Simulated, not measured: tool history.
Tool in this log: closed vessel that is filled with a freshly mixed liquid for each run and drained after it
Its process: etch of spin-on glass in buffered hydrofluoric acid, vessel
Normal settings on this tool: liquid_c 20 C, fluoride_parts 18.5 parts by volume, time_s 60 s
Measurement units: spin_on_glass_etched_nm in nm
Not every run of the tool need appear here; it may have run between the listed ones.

run	day	liquid_c	fluoride_parts	time_s	read-back film thickness of the spin-on glass reference wafer, read on the same gauge (nm)	spin_on_glass_etched_nm
1	0	20	18.5	60	49.98	111.46
2	1.621	20	18.5	60	49.98	109.43
3	5.679	20	18.5	60	50	110.63
4	7.233	20	24	80	50.04	118.69
5	10.808	20	24	80	49.98	118.16
6	14.188	20	24	80	49.98	119.58
7	16.329	20	18.5	60	50	107.74
8	20.521	20	18.5	60	49.95	106.87
9	25.008	20	18.5	60	50	107.48
10	27.562	23.5	18.5	60	50.02	131.11
11	30.533	23.5	18.5	60	50	129.81
12	33.771	23.5	18.5	60	49.98	129.53
# day 34.946: thermometer replaced
13	38.004	20	18.5	60	49.99	115.63
14	41.017	20	15	60	50	144.52
15	44.688	20	18.5	30	50	57.4
16	46.617	20	18.5	60	49.99	115.21
17	48.858	24	18.5	45	50.01	107.86
18	50.375	21.5	21	30	49.96	55.35
19	54.775	20	18.5	60	50.01	113.39
20	56.871	20	18.5	80	49.99	151.92
21	59.892	20	18.5	60	49.99	113.4
22	62.55	20	18.5	60	50.02	113.24
23	65.846	20	21.5	60	50	99.65
24	67.35	17	12.5	85	49.99	195.56
25	71.212	21.5	21	30	49.99	55.32
# day 72.112: gauge calibrated
# day 73.417: hydrofluoric acid flow meter replaced
26	74.629	23.5	18.5	60	50.02	134.56
27	78.129	20	18.5	60	50.01	110.19
28	86.504	20	18.5	60	50	110.25
29	90.471	20	18.5	70	50	128.4
30	94.054	22.5	12	35	49.96	112.94
31	97.067	20	20.5	85	49.99	139.61
32	104.308	20	25.5	60	50.01	83.75
33	106.388	20	13	60	49.99	152.51
34	109.95	20	18.5	60	49.98	106.93

State the hidden condition of the tool at each of the runs:
hydrofluoric acid flow above the setpoint (%): 0 on each run
gauge reads high (%): 0 on each run
H1: liquid colder than its thermometer reads (K)
run	H1
1	1.16
2	1.2
3	1.28
4	1.31
5	1.38
6	1.45
7	1.49
8	1.58
9	1.67
10	1.72
11	1.78
12	1.84
13	0.29
14	0.351
15	0.425
16	0.464
17	0.509
18	0.54
19	0.629
20	0.671
21	0.732
22	0.786
23	0.852
24	0.883
25	0.961
26	1.03
27	1.1
28	1.27
29	1.35
30	1.42
31	1.48
32	1.63
33	1.67
34	1.74
